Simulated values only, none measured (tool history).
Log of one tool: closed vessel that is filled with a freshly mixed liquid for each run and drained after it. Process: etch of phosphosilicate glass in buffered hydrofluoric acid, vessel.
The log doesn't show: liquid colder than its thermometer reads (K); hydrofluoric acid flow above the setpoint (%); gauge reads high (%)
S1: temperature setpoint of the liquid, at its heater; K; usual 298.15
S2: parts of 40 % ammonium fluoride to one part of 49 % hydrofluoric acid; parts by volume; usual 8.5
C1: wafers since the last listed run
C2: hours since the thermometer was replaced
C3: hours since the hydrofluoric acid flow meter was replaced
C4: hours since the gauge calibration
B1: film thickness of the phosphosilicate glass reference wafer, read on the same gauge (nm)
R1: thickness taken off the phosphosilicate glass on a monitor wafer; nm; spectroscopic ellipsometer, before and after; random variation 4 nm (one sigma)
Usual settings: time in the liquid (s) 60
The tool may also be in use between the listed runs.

{"run": 1, "hour": 0.0, "S1": 298.15, "S2": 8.5, "time in the liquid (s)": 60, "C1": 0, "C2": 448.5, "C3": 36.8, "C4": 1534.1, "B1": 120.04, "R1": 494.93}
{"run": 2, "hour": 43.5, "S1": 298.15, "S2": 8.5, "time in the liquid (s)": 60, "C1": 3267, "C2": 492.0, "C3": 80.3, "C4": 1577.6, "B1": 119.99, "R1": 489.25}
{"run": 3, "hour": 123.5, "S1": 298.15, "S2": 8.5, "time in the liquid (s)": 60, "C1": 6009, "C2": 572.0, "C3": 160.3, "C4": 1657.6, "B1": 120.04, "R1": 489.29}
{"run": 4, "hour": 230.7, "S1": 298.15, "S2": 8.5, "time in the liquid (s)": 60, "C1": 8052, "C2": 679.2, "C3": 267.5, "C4": 1764.8, "B1": 119.97, "R1": 489.48}
{"run": 5, "hour": 271.7, "S1": 298.15, "S2": 8.5, "time in the liquid (s)": 60, "C1": 3079, "C2": 720.2, "C3": 308.5, "C4": 1805.8, "B1": 119.98, "R1": 486.04}
{"run": 6, "hour": 347.7, "S1": 298.15, "S2": 8.5, "time in the liquid (s)": 60, "C1": 5709, "C2": 796.2, "C3": 384.5, "C4": 1881.8, "B1": 120.0, "R1": 484.12}
{"run": 7, "hour": 562.3, "S1": 298.15, "S2": 8.5, "time in the liquid (s)": 60, "C1": 16120, "C2": 1010.8, "C3": 599.1, "C4": 2096.4, "B1": 120.03, "R1": 500.1}
{"run": 8, "hour": 608.4, "S1": 298.15, "S2": 8.5, "time in the liquid (s)": 60, "C1": 3463, "C2": 1056.9, "C3": 645.2, "C4": 2142.5, "B1": 119.96, "R1": 488.76}
{"run": 9, "hour": 852.8, "S1": 298.15, "S2": 8.5, "time in the liquid (s)": 60, "C1": 18359, "C2": 1301.3, "C3": 889.6, "C4": 2386.9, "B1": 120.0, "R1": 485.93}
{"run": 10, "hour": 928.6, "S1": 298.15, "S2": 8.5, "time in the liquid (s)": 60, "C1": 5694, "C2": 1377.1, "C3": 965.4, "C4": 2462.7, "B1": 119.96, "R1": 489.56}
{"run": 11, "hour": 975.2, "S1": 298.15, "S2": 8.5, "time in the liquid (s)": 60, "C1": 3500, "C2": 1423.7, "C3": 1012.0, "C4": 2509.3, "B1": 120.04, "R1": 485.48}
{"run": 12, "hour": 1063.7, "S1": 298.15, "S2": 8.5, "time in the liquid (s)": 60, "C1": 6648, "C2": 1512.2, "C3": 1100.5, "C4": 2597.8, "B1": 120.03, "R1": 490.64}
{"run": 13, "hour": 1118.0, "S1": 298.15, "S2": 8.5, "time in the liquid (s)": 60, "C1": 4079, "C2": 1566.5, "C3": 1154.8, "C4": 2652.1, "B1": 120.0, "R1": 491.65}
{"run": 14, "hour": 1223.0, "S1": 298.15, "S2": 8.5, "time in the liquid (s)": 60, "C1": 7887, "C2": 1671.5, "C3": 1259.8, "C4": 2757.1, "B1": 119.98, "R1": 485.74}
{"run": 15, "hour": 1274.5, "S1": 298.15, "S2": 10.0, "time in the liquid (s)": 60, "C1": 3868, "C2": 1723.0, "C3": 1311.3, "C4": 2808.6, "B1": 120.03, "R1": 423.56}
{"run": 16, "hour": 1335.4, "S1": 298.15, "S2": 8.5, "time in the liquid (s)": 60, "C1": 4574, "C2": 1783.9, "C3": 1372.2, "C4": 2869.5, "B1": 119.98, "R1": 488.06}
{"run": 17, "hour": 1404.4, "S1": 296.15, "S2": 11.5, "time in the liquid (s)": 60, "C1": 5183, "C2": 1852.9, "C3": 1441.2, "C4": 2938.5, "B1": 120.0, "R1": 335.69}
{"run": 18, "hour": 1480.1, "S1": 294.15, "S2": 6.5, "time in the liquid (s)": 70, "C1": 5686, "C2": 1928.6, "C3": 1516.9, "C4": 3014.2, "B1": 119.99, "R1": 612.77}
{"run": 19, "hour": 1550.5, "S1": 298.15, "S2": 12.0, "time in the liquid (s)": 35, "C1": 5288, "C2": 1999.0, "C3": 1587.3, "C4": 3084.6, "B1": 120.0, "R1": 210.91}
{"hour": 1621.8, "done": "thermometer replaced"}
{"run": 20, "hour": 1657.2, "S1": 294.65, "S2": 5.0, "time in the liquid (s)": 70, "C1": 7940, "C2": 35.4, "C3": 1694.0, "C4": 3191.3, "B1": 119.96, "R1": 798.42}
{"hour": 1670.2, "done": "gauge calibrated"}
{"hour": 1691.2, "done": "hydrofluoric acid flow meter replaced"}
{"run": 21, "hour": 1755.6, "S1": 300.15, "S2": 7.0, "time in the liquid (s)": 95, "C1": 7316, "C2": 133.8, "C3": 64.4, "C4": 85.4, "B1": 120.02, "R1": 1074.88}
{"run": 22, "hour": 1824.7, "S1": 298.15, "S2": 8.5, "time in the liquid (s)": 60, "C1": 5190, "C2": 202.9, "C3": 133.5, "C4": 154.5, "B1": 120.01, "R1": 496.75}
{"run": 23, "hour": 1928.0, "S1": 301.15, "S2": 11.0, "time in the liquid (s)": 40, "C1": 7759, "C2": 306.2, "C3": 236.8, "C4": 257.8, "B1": 120.04, "R1": 310.17}
{"run": 24, "hour": 2012.8, "S1": 298.15, "S2": 5.5, "time in the liquid (s)": 60, "C1": 6370, "C2": 391.0, "C3": 321.6, "C4": 342.6, "B1": 120.04, "R1": 754.39}
{"run": 25, "hour": 2107.8, "S1": 298.15, "S2": 8.5, "time in the liquid (s)": 60, "C1": 7136, "C2": 486.0, "C3": 416.6, "C4": 437.6, "B1": 120.01, "R1": 495.41}
{"run": 26, "hour": 2206.4, "S1": 300.15, "S2": 7.0, "time in the liquid (s)": 95, "C1": 7406, "C2": 584.6, "C3": 515.2, "C4": 536.2, "B1": 119.97, "R1": 1076.26}
{"run": 27, "hour": 2308.2, "S1": 298.15, "S2": 8.5, "time in the liquid (s)": 80, "C1": 7647, "C2": 686.4, "C3": 617.0, "C4": 638.0, "B1": 119.98, "R1": 664.64}
{"run": 28, "hour": 2373.2, "S1": 298.15, "S2": 8.5, "time in the liquid (s)": 60, "C1": 4882, "C2": 751.4, "C3": 682.0, "C4": 703.0, "B1": 119.99, "R1": 501.1}
{"run": 29, "hour": 2634.5, "S1": 295.15, "S2": 7.0, "time in the liquid (s)": 95, "C1": 19629, "C2": 1012.7, "C3": 943.3, "C4": 964.3, "B1": 120.01, "R1": 817.42}
{"run": 30, "hour": 2712.4, "S1": 295.15, "S2": 5.5, "time in the liquid (s)": 95, "C1": 5851, "C2": 1090.6, "C3": 1021.2, "C4": 1042.2, "B1": 119.94, "R1": 1012.27}

Forecast each of these 5 alternatives for the next run:
{"run": "A", "hour": 2713.1, "S1": 298.15, "S2": 8.5, "time in the liquid (s)": 60, "C1": 52, "C2": 1091.3, "C3": 1021.9, "C4": 1042.9, "B1": "?", "R1": "?"}
{"run": "B", "hour": 2713.1, "S1": 294.65, "S2": 8.5, "time in the liquid (s)": 60, "C1": 52, "C2": 1091.3, "C3": 1021.9, "C4": 1042.9, "B1": "?", "R1": "?"}
{"run": "C", "hour": 2713.1, "S1": 298.15, "S2": 8.5, "time in the liquid (s)": 70, "C1": 52, "C2": 1091.3, "C3": 1021.9, "C4": 1042.9, "B1": "?", "R1": "?"}
{"run": "D", "hour": 2713.1, "S1": 298.15, "S2": 11.5, "time in the liquid (s)": 70, "C1": 52, "C2": 1091.3, "C3": 1021.9, "C4": 1042.9, "B1": "?", "R1": "?"}
{"run": "E", "hour": 2713.1, "S1": 294.65, "S2": 9.5, "time in the liquid (s)": 60, "C1": 52, "C2": 1091.3, "C3": 1021.9, "C4": 1042.9, "B1": "?", "R1": "?"}

run=A B1=120.01 R1=493.25
run=B B1=120.01 R1=407.04
run=C B1=120.01 R1=575.46
run=D B1=120.01 R1=440.68
run=E B1=120.01 R1=366.00
Without the tool's hidden state the same runs would have given:
run=A R1=491.12
run=B R1=405.47
run=C R1=572.98
run=D R1=439.85
run=E R1=368.32

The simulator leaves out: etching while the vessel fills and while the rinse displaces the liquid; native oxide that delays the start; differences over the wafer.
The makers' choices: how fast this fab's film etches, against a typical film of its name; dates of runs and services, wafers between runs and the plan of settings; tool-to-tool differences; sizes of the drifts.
